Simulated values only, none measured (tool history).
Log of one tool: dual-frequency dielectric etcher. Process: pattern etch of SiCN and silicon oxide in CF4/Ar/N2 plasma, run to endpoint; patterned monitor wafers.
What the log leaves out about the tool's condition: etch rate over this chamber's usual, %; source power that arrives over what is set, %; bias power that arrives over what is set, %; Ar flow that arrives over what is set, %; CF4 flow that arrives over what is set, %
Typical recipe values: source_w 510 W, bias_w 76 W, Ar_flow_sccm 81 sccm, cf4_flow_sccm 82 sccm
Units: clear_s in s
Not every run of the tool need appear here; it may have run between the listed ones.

| run | hour | source_w | bias_w | Ar_flow_sccm | cf4_flow_sccm | wafers since the last listed run | hours since the last wet clean | hours since the last source power generator calibration | hours since the last bias power generator calibration | hours since the last Ar flow controller change | hours since the last CF4 flow controller change | hours since the last upper electrode change | incoming incoming film thickness, nm | clear_s |
|---|---|---|---|---|---|---|---|---|---|---|---|---|---|---|
| 1 | 0 | 510 | 67 | 81 | 82 | 0 | 218.9 | 5026.4 | 2891.2 | 497.8 | 1565 | 458.2 | 13.18 | 13.5 |
|  | 83.1 | CF4 flow controller replaced |
| 2 | 99.2 | 510 | 67 | 81 | 82 | 1384 | 318.1 | 5125.6 | 2990.4 | 597 | 16.1 | 557.4 | 12.98 | 13.3 |
| 3 | 150.1 | 470 | 90 | 95 | 93 | 756 | 369 | 5176.5 | 3041.3 | 647.9 | 67 | 608.3 | 13.06 | 13.2 |
| 4 | 191.3 | 510 | 76 | 95 | 63 | 612 | 410.2 | 5217.7 | 3082.5 | 689.1 | 108.2 | 649.5 | 12.9 | 13.3 |
|  | 222 | source power generator calibrated |
| 5 | 243.2 | 510 | 76 | 81 | 71 | 711 | 462.1 | 21.2 | 3134.4 | 741 | 160.1 | 701.4 | 13.12 | 12.9 |
| 6 | 297.2 | 510 | 92 | 68 | 82 | 802 | 516.1 | 75.2 | 3188.4 | 795 | 214.1 | 755.4 | 13.02 | 11.4 |
| 7 | 362.6 | 510 | 76 | 81 | 82 | 971 | 581.5 | 140.6 | 3253.8 | 860.4 | 279.5 | 820.8 | 13.05 | 12.7 |
| 8 | 441.5 | 510 | 59 | 95 | 97 | 1172 | 660.4 | 219.5 | 3332.7 | 939.3 | 358.4 | 899.7 | 12.97 | 13.5 |
|  | 464.6 | bias power generator calibrated |
|  | 486 | wet clean of the chamber |
| 9 | 495.5 | 560 | 88 | 95 | 75 | 423 | 9.5 | 273.5 | 30.9 | 993.3 | 412.4 | 953.7 | 13.04 | 12.3 |
| 10 | 581.8 | 510 | 76 | 81 | 82 | 1282 | 95.8 | 359.8 | 117.2 | 1079.6 | 498.7 | 1040 | 13 | 13 |
| 11 | 620.9 | 510 | 76 | 81 | 82 | 580 | 134.9 | 398.9 | 156.3 | 1118.7 | 537.8 | 1079.1 | 13.05 | 13.2 |
| 12 | 712.2 | 510 | 76 | 81 | 82 | 1356 | 226.2 | 490.2 | 247.6 | 1210 | 629.1 | 1170.4 | 13.1 | 13.2 |
| 13 | 789.8 | 460 | 60 | 81 | 64 | 1152 | 303.8 | 567.8 | 325.2 | 1287.6 | 706.7 | 1248 | 13.05 | 15 |
| 14 | 851.8 | 580 | 89 | 90 | 88 | 921 | 365.8 | 629.8 | 387.2 | 1349.6 | 768.7 | 1310 | 12.93 | 11.3 |
| 15 | 917.2 | 510 | 76 | 81 | 96 | 971 | 431.2 | 695.2 | 452.6 | 1415 | 834.1 | 1375.4 | 12.94 | 12.7 |
| 16 | 985.8 | 550 | 85 | 75 | 95 | 1019 | 499.8 | 763.8 | 521.2 | 1483.6 | 902.7 | 1444 | 13.01 | 11.3 |
|  | 1082.5 | wet clean of the chamber |
| 17 | 1089.9 | 510 | 76 | 81 | 77 | 1190 | 7.4 | 867.9 | 625.3 | 1587.7 | 1006.8 | 1548.1 | 13.02 | 13.4 |

Forecast run 18:
| 18 | 1143.1 | 510 | 76 | 89 | 82 | 790 | 60.6 | 921.1 | 678.5 | 1640.9 | 1060 | 1601.3 | 13.02 | ? |

clear_s: 13.6 s
The same run, on a tool lacking any hidden state, would have yielded clear_s 13.5 s.
